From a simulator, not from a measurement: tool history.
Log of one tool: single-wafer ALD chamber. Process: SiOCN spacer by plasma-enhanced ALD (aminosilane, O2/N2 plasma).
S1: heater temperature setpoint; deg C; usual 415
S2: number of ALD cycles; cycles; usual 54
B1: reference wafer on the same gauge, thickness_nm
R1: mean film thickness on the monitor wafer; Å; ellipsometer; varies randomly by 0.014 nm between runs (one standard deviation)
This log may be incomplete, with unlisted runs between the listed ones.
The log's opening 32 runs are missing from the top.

run 33 hour=847.5 | S1=415 S2=54 | B1=3.188 | R1=30.99
run 34 hour=880.8 | S1=421 S2=54 | B1=3.196 | R1=30.17
run 35 hour=910.8 | S1=422 S2=45 | B1=3.186 | R1=25.04
run 36 hour=925.3 | S1=408 S2=46 | B1=3.185 | R1=27.01
run 37 hour=937.8 | S1=415 S2=54 | B1=3.19 | R1=30.97
run 38 hour=960.4 | S1=415 S2=54 | B1=3.187 | R1=30.94
run 39 hour=989.9 | S1=415 S2=54 | B1=3.19 | R1=30.88
run 40 hour=1025.2 | S1=401 S2=51 | B1=3.192 | R1=30.94
run 41 hour=1059.7 | S1=424 S2=44 | B1=3.187 | R1=24.29

Each row is a separate what-if for the run after 41, all from the same tool condition, not one after another. Results?
run A hour=1060.2 | S1=415 S2=51 | B1=? | R1=?
run B hour=1060.2 | S1=415 S2=62 | B1=? | R1=?
run C hour=1060.2 | S1=430 S2=54 | B1=? | R1=?

run=A B1=3.191 R1=29.32
run=B B1=3.191 R1=35.64
run=C B1=3.191 R1=29.33
The same runs, with their run-to-run variation unchanged, on a tool lacking any hidden condition would have given:
run=A R1=29.97
run=B R1=36.43
run=C R1=30.03

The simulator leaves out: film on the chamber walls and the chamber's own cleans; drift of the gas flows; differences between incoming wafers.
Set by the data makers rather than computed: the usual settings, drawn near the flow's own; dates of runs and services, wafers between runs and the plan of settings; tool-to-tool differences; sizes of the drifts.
